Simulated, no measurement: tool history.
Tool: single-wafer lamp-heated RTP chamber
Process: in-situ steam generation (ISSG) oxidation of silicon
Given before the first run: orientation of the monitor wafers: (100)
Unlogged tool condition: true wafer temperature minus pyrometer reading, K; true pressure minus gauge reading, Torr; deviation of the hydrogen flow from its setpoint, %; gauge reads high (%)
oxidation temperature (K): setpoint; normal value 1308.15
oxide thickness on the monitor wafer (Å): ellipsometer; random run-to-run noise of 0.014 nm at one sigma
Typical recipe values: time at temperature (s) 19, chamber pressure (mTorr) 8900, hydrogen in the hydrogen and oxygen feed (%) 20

run,hour,oxidation temperature (K),time at temperature (s),chamber pressure (mTorr),hydrogen in the hydrogen and oxygen feed (%),wafers since the last listed run,wafers since the last pyrometer calibration,hours since the pressure gauge was zeroed,hours since the hydrogen flow controller was replaced,hours since the gauge calibration,"read-back reference wafer on the same gauge, thickness",oxide thickness on the monitor wafer (Å)
1,0.0,1308.15,19,8900,20,0,4506,3790.3,7825.8,6.6,5.140,62.99
2,12.8,1308.15,19,8900,20,88,4595,3803.1,7838.6,19.4,5.142,63.28
3,25.0,1317.15,19,8900,20,84,4680,3815.3,7850.8,31.6,5.140,66.50
4,42.3,1317.15,19,8900,20,119,4800,3832.6,7868.1,48.9,5.136,66.21
5,58.5,1308.15,19,9200,20,112,4912,3848.8,7884.3,65.1,5.141,63.12
# hour 73.9: pressure gauge zeroed
6,74.4,1308.15,19,9200,20,54,4967,0.5,7900.2,81.0,5.136,63.52
# hour 85.4: pyrometer window cleaned and pyrometer calibrated
7,87.3,1308.15,19,8900,20,33,13,13.4,7913.1,93.9,5.146,60.82
8,97.5,1293.15,14,8000,24,70,83,23.6,7923.3,104.1,5.141,51.52
9,111.7,1308.15,12,8900,20,98,182,37.8,7937.5,118.3,5.141,48.49
10,118.1,1308.15,19,8900,20,44,226,44.2,7943.9,124.7,5.144,60.66
# hour 127.8: gauge calibrated
# hour 132.2: hydrogen flow controller replaced
11,132.7,1308.15,19,8900,20,45,272,58.8,0.5,4.9,5.139,60.60
12,137.3,1308.15,13,8900,20,31,304,63.4,5.1,9.5,5.136,50.52
13,153.2,1308.15,19,9200,20,110,414,79.3,21.0,25.4,5.138,60.38
14,168.6,1293.15,22,8900,20,106,521,94.7,36.4,40.8,5.139,60.69

Forecast each of these 5 alternatives for the next run:
A,169.0,1302.15,19,8900,20,2,524,95.1,36.8,41.2,?,?
B,169.0,1308.15,19,7600,23,2,524,95.1,36.8,41.2,?,?
C,169.0,1294.15,19,8900,20,2,524,95.1,36.8,41.2,?,?
D,169.0,1308.15,19,8900,11,2,524,95.1,36.8,41.2,?,?
E,169.0,1308.15,26,8900,20,2,524,95.1,36.8,41.2,?,?

run,"read-back reference wafer on the same gauge, thickness",oxide thickness on the monitor wafer (Å)
A,5.144,59.04
B,5.144,63.26
C,5.144,56.86
D,5.144,53.42
E,5.144,71.44
Without the tool's hidden state the same runs would have given:
run,oxide thickness on the monitor wafer (Å)
A,58.80
B,62.99
C,56.64
D,53.20
E,71.12
